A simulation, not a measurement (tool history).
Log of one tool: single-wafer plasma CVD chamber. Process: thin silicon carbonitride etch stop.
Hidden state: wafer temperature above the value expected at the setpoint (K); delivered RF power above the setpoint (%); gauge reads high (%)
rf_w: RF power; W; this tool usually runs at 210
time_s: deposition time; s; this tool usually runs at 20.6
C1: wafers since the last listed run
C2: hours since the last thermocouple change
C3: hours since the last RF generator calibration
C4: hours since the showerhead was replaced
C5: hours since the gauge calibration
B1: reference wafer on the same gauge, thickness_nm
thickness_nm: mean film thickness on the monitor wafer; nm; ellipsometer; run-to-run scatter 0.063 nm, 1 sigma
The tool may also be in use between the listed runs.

{"run": 1, "hour": 0.0, "rf_w": 210, "time_s": 20.6, "C1": 0, "C2": 1539.7, "C3": 1196.7, "C4": 3251.5, "C5": 2022.6, "B1": 11.149, "thickness_nm": 11.802}
{"run": 2, "hour": 75.7, "rf_w": 210, "time_s": 20.6, "C1": 2001, "C2": 1615.4, "C3": 1272.4, "C4": 3327.2, "C5": 2098.3, "B1": 11.157, "thickness_nm": 11.988}
{"run": 3, "hour": 121.0, "rf_w": 210, "time_s": 20.6, "C1": 1197, "C2": 1660.7, "C3": 1317.7, "C4": 3372.5, "C5": 2143.6, "B1": 11.153, "thickness_nm": 11.861}
{"run": 4, "hour": 160.0, "rf_w": 210, "time_s": 20.6, "C1": 1031, "C2": 1699.7, "C3": 1356.7, "C4": 3411.5, "C5": 2182.6, "B1": 11.159, "thickness_nm": 11.957}
{"hour": 212.5, "done": "RF generator calibrated"}
{"run": 5, "hour": 229.7, "rf_w": 210, "time_s": 20.6, "C1": 1631, "C2": 1769.4, "C3": 17.2, "C4": 3481.2, "C5": 2252.3, "B1": 11.125, "thickness_nm": 12.021}
{"run": 6, "hour": 324.4, "rf_w": 210, "time_s": 20.6, "C1": 2503, "C2": 1864.1, "C3": 111.9, "C4": 3575.9, "C5": 2347, "B1": 11.12, "thickness_nm": 11.937}
{"hour": 375.9, "done": "showerhead replaced"}
{"run": 7, "hour": 424.2, "rf_w": 210, "time_s": 20.6, "C1": 2427, "C2": 1963.9, "C3": 211.7, "C4": 48.3, "C5": 2446.8, "B1": 11.118, "thickness_nm": 11.88}
{"run": 8, "hour": 498.9, "rf_w": 210, "time_s": 20.6, "C1": 1975, "C2": 2038.6, "C3": 286.4, "C4": 123, "C5": 2521.5, "B1": 11.113, "thickness_nm": 11.928}
{"run": 9, "hour": 579.8, "rf_w": 235, "time_s": 20.6, "C1": 2139, "C2": 2119.5, "C3": 367.3, "C4": 203.9, "C5": 2602.4, "B1": 11.095, "thickness_nm": 12.136}
{"run": 10, "hour": 618.5, "rf_w": 235, "time_s": 20.6, "C1": 1023, "C2": 2158.2, "C3": 406, "C4": 242.6, "C5": 2641.1, "B1": 11.089, "thickness_nm": 12.133}
{"run": 11, "hour": 691.6, "rf_w": 230, "time_s": 17.9, "C1": 1932, "C2": 2231.3, "C3": 479.1, "C4": 315.7, "C5": 2714.2, "B1": 11.075, "thickness_nm": 10.486}
{"run": 12, "hour": 762.7, "rf_w": 210, "time_s": 20.6, "C1": 1879, "C2": 2302.4, "C3": 550.2, "C4": 386.8, "C5": 2785.3, "B1": 11.064, "thickness_nm": 11.847}
{"run": 13, "hour": 862.5, "rf_w": 210, "time_s": 20.6, "C1": 2638, "C2": 2402.2, "C3": 650, "C4": 486.6, "C5": 2885.1, "B1": 11.08, "thickness_nm": 11.794}
{"hour": 941.9, "done": "thermocouple changed; heater temperature recalibrated"}
{"run": 14, "hour": 955.1, "rf_w": 210, "time_s": 20.6, "C1": 2236, "C2": 13.2, "C3": 742.6, "C4": 579.2, "C5": 2977.7, "B1": 11.048, "thickness_nm": 11.9}
{"run": 15, "hour": 1057.3, "rf_w": 250, "time_s": 23.7, "C1": 2702, "C2": 115.4, "C3": 844.8, "C4": 681.4, "C5": 3079.9, "B1": 11.031, "thickness_nm": 14.01}
{"run": 16, "hour": 1145.0, "rf_w": 210, "time_s": 19.4, "C1": 2318, "C2": 203.1, "C3": 932.5, "C4": 769.1, "C5": 3167.6, "B1": 11.027, "thickness_nm": 11.177}
{"run": 17, "hour": 1182.8, "rf_w": 245, "time_s": 18.4, "C1": 999, "C2": 240.9, "C3": 970.3, "C4": 806.9, "C5": 3205.4, "B1": 11.026, "thickness_nm": 10.919}
{"run": 18, "hour": 1219.9, "rf_w": 210, "time_s": 20.6, "C1": 980, "C2": 278, "C3": 1007.4, "C4": 844, "C5": 3242.5, "B1": 11.029, "thickness_nm": 11.784}
{"run": 19, "hour": 1314.9, "rf_w": 210, "time_s": 22, "C1": 2511, "C2": 373, "C3": 1102.4, "C4": 939, "C5": 3337.5, "B1": 11.027, "thickness_nm": 12.587}
{"run": 20, "hour": 1372.1, "rf_w": 225, "time_s": 24.1, "C1": 1512, "C2": 430.2, "C3": 1159.6, "C4": 996.2, "C5": 3394.7, "B1": 11.005, "thickness_nm": 14.033}
{"hour": 1388.6, "done": "gauge calibrated"}
{"run": 21, "hour": 1426.1, "rf_w": 200, "time_s": 22.3, "C1": 1427, "C2": 484.2, "C3": 1213.6, "C4": 1050.2, "C5": 37.5, "B1": 11.214, "thickness_nm": 12.865}
{"run": 22, "hour": 1499.1, "rf_w": 225, "time_s": 18.2, "C1": 1930, "C2": 557.2, "C3": 1286.6, "C4": 1123.2, "C5": 110.5, "B1": 11.21, "thickness_nm": 10.698}
{"run": 23, "hour": 1598.0, "rf_w": 250, "time_s": 23.3, "C1": 2614, "C2": 656.1, "C3": 1385.5, "C4": 1222.1, "C5": 209.4, "B1": 11.196, "thickness_nm": 13.92}

What does the tool deliver on the next run?
{"run": 24, "hour": 1686.9, "rf_w": 210, "time_s": 20.6, "C1": 2350, "C2": 745, "C3": 1474.4, "C4": 1311, "C5": 298.3, "B1": "?", "thickness_nm": "?"}

{"run 24": {"B1": 11.215, "thickness_nm": 11.948}}
Take away the tool's hidden state, keep the run-to-run variation as it was, and the same run would have given thickness_nm 11.938 nm.
